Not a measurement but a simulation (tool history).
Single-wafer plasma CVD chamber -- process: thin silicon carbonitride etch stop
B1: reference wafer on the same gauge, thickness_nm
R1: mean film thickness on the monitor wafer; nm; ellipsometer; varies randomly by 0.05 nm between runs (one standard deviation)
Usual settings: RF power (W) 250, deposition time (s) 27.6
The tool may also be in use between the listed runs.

Run 1, hour 0: usual settings but deposition time (s) 23.4; B1 20.109. Result: R1 14.091 nm.
Run 2, hour 25.2: usual settings but RF power (W) 280; B1 20.098. Result: R1 17.224 nm.
Run 3, hour 56.2: usual settings but RF power (W) 280; B1 20.101. Result: R1 17.195 nm.
Run 4, hour 74.8: usual settings but RF power (W) 285, deposition time (s) 23.8; B1 20.093. Result: R1 14.942 nm.
Run 5, hour 123.8: usual settings but RF power (W) 285, deposition time (s) 23.8; B1 20.096. Result: R1 14.885 nm.
Run 6, hour 154.4: usual settings; B1 20.106. Result: R1 16.665 nm.
Run 7, hour 176.1: usual settings; B1 20.096. Result: R1 16.559 nm.
Run 8, hour 199.5: usual settings but deposition time (s) 31.1; B1 20.09. Result: R1 18.64 nm.
At hour 225.5: RF generator calibrated.
Run 9, hour 232.7: usual settings but deposition time (s) 31.1; B1 20.112. Result: R1 19.28 nm.
Run 10, hour 265: usual settings; B1 20.087. Result: R1 17.083 nm.
Run 11, hour 295.3: usual settings but RF power (W) 295, deposition time (s) 23; B1 20.115. Result: R1 15.049 nm.
Run 12, hour 322.1: usual settings; B1 20.117. Result: R1 17.114 nm.
Run 13, hour 344.5: usual settings; B1 20.079. Result: R1 17.063 nm.
At hour 366.5: showerhead replaced.
Run 14, hour 375.4: usual settings but RF power (W) 225; B1 20.103. Result: R1 16.523 nm.
Run 15, hour 392.2: usual settings but RF power (W) 285, deposition time (s) 23.8; B1 20.108. Result: R1 15.3 nm.
Run 16, hour 408: usual settings but RF power (W) 295, deposition time (s) 24.1; B1 20.086. Result: R1 15.679 nm.
Run 17, hour 420.2: usual settings; B1 20.095. Result: R1 17.046 nm.
Run 18, hour 434.8: usual settings but RF power (W) 215, deposition time (s) 31.8; B1 20.107. Result: R1 18.585 nm.
Run 19, hour 456.5: usual settings but RF power (W) 270, deposition time (s) 30.9; B1 20.118. Result: R1 19.436 nm.
Run 20, hour 482.5: usual settings but RF power (W) 225, deposition time (s) 25.4; B1 20.085. Result: R1 15.086 nm.
At hour 510.2: gauge calibrated.
Run 21, hour 513.9: usual settings but RF power (W) 235, deposition time (s) 30.4; B1 20.118. Result: R1 18.252 nm.
Run 22, hour 528.9: usual settings but RF power (W) 205; B1 20.106. Result: R1 15.857 nm.

What does the tool deliver on the next run?
Run 23, hour 572.8: usual settings but deposition time (s) 30.1; B1 ?. Result: R1 ?.

Run 23 measured B1 20.099, R1 18.474 nm.
With the hidden condition absent and the run-to-run variation left alone, this run would have shown R1 18.675 nm.

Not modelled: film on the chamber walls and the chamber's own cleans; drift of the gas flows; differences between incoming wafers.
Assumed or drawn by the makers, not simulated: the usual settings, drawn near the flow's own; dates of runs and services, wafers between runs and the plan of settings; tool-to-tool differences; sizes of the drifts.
